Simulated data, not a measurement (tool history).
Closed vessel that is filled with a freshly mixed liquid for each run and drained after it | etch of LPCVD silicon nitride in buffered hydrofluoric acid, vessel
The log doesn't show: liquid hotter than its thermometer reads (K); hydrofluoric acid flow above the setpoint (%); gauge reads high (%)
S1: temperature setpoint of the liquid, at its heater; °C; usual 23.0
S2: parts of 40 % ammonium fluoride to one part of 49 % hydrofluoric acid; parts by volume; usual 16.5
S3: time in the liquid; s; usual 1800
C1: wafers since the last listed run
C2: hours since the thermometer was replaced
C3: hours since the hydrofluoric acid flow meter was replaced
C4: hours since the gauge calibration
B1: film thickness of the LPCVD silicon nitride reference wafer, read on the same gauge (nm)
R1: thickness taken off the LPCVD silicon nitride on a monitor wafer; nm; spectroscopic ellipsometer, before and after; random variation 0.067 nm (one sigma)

{"run": 1, "hour": 0.0, "S1": 23.0, "S2": 16.5, "S3": 1800, "C1": 0, "C2": 2228.3, "C3": 991.9, "C4": 56.1, "B1": 139.95, "R1": 17.65}
{"run": 2, "hour": 12.1, "S1": 23.0, "S2": 16.5, "S3": 1800, "C1": 373, "C2": 2240.4, "C3": 1004.0, "C4": 68.2, "B1": 139.99, "R1": 17.52}
{"run": 3, "hour": 43.4, "S1": 23.0, "S2": 16.5, "S3": 1800, "C1": 966, "C2": 2271.7, "C3": 1035.3, "C4": 99.5, "B1": 140.04, "R1": 17.64}
{"run": 4, "hour": 66.2, "S1": 23.0, "S2": 16.5, "S3": 1800, "C1": 703, "C2": 2294.5, "C3": 1058.1, "C4": 122.3, "B1": 139.99, "R1": 17.88}
{"run": 5, "hour": 85.0, "S1": 23.0, "S2": 16.5, "S3": 1800, "C1": 580, "C2": 2313.3, "C3": 1076.9, "C4": 141.1, "B1": 140.01, "R1": 17.76}
{"run": 6, "hour": 106.4, "S1": 23.0, "S2": 14.0, "S3": 1800, "C1": 660, "C2": 2334.7, "C3": 1098.3, "C4": 162.5, "B1": 140.01, "R1": 20.94}
{"run": 7, "hour": 135.9, "S1": 23.0, "S2": 14.0, "S3": 1800, "C1": 910, "C2": 2364.2, "C3": 1127.8, "C4": 192.0, "B1": 140.01, "R1": 20.77}
{"run": 8, "hour": 154.6, "S1": 27.0, "S2": 16.5, "S3": 2560, "C1": 577, "C2": 2382.9, "C3": 1146.5, "C4": 210.7, "B1": 139.97, "R1": 31.65}
{"run": 9, "hour": 183.4, "S1": 23.0, "S2": 11.0, "S3": 2590, "C1": 888, "C2": 2411.7, "C3": 1175.3, "C4": 239.5, "B1": 140.0, "R1": 38.17}
{"run": 10, "hour": 232.8, "S1": 23.0, "S2": 16.5, "S3": 2815, "C1": 1524, "C2": 2461.1, "C3": 1224.7, "C4": 288.9, "B1": 139.99, "R1": 27.95}
{"run": 11, "hour": 265.8, "S1": 23.0, "S2": 16.5, "S3": 1800, "C1": 1018, "C2": 2494.1, "C3": 1257.7, "C4": 321.9, "B1": 139.99, "R1": 18.04}
{"hour": 276.6, "done": "thermometer replaced"}
{"run": 12, "hour": 298.1, "S1": 21.0, "S2": 16.5, "S3": 1800, "C1": 966, "C2": 21.5, "C3": 1290.0, "C4": 354.2, "B1": 140.02, "R1": 16.21}
{"run": 13, "hour": 311.9, "S1": 23.0, "S2": 16.5, "S3": 1800, "C1": 425, "C2": 35.3, "C3": 1303.8, "C4": 368.0, "B1": 140.03, "R1": 18.1}
{"hour": 317.6, "done": "hydrofluoric acid flow meter replaced"}
{"run": 14, "hour": 346.8, "S1": 23.0, "S2": 10.5, "S3": 2075, "C1": 1046, "C2": 70.2, "C3": 29.2, "C4": 402.9, "B1": 140.04, "R1": 29.94}
{"hour": 351.6, "done": "gauge calibrated"}
{"run": 15, "hour": 379.5, "S1": 23.0, "S2": 20.5, "S3": 1350, "C1": 1009, "C2": 102.9, "C3": 61.9, "C4": 27.9, "B1": 140.04, "R1": 10.14}
{"run": 16, "hour": 407.6, "S1": 20.5, "S2": 16.5, "S3": 970, "C1": 867, "C2": 131.0, "C3": 90.0, "C4": 56.0, "B1": 140.0, "R1": 7.89}
{"run": 17, "hour": 439.7, "S1": 23.0, "S2": 16.5, "S3": 1800, "C1": 990, "C2": 163.1, "C3": 122.1, "C4": 88.1, "B1": 139.99, "R1": 16.73}

5 ways to go on from here, each from the tool as it stands after run 17. What would each give?
{"run": "A", "hour": 440.8, "S1": 25.5, "S2": 16.5, "S3": 1800, "C1": 33, "C2": 164.2, "C3": 123.2, "C4": 89.2, "B1": "?", "R1": "?"}
{"run": "B", "hour": 440.8, "S1": 25.0, "S2": 20.5, "S3": 1105, "C1": 33, "C2": 164.2, "C3": 123.2, "C4": 89.2, "B1": "?", "R1": "?"}
{"run": "C", "hour": 440.8, "S1": 20.0, "S2": 15.0, "S3": 1800, "C1": 33, "C2": 164.2, "C3": 123.2, "C4": 89.2, "B1": "?", "R1": "?"}
{"run": "D", "hour": 440.8, "S1": 18.0, "S2": 16.5, "S3": 2375, "C1": 33, "C2": 164.2, "C3": 123.2, "C4": 89.2, "B1": "?", "R1": "?"}
{"run": "E", "hour": 440.8, "S1": 25.0, "S2": 13.5, "S3": 2730, "C1": 33, "C2": 164.2, "C3": 123.2, "C4": 89.2, "B1": "?", "R1": "?"}

run=A B1=140.01 R1=19.34
run=B B1=140.01 R1=9.33
run=C B1=140.01 R1=15.69
run=D B1=140.01 R1=16.84
run=E B1=140.01 R1=34.77
Without the tool's hidden state the same runs would have given:
run=A R1=18.86
run=B R1=9.17
run=C R1=15.30
run=D R1=16.41
run=E R1=33.90

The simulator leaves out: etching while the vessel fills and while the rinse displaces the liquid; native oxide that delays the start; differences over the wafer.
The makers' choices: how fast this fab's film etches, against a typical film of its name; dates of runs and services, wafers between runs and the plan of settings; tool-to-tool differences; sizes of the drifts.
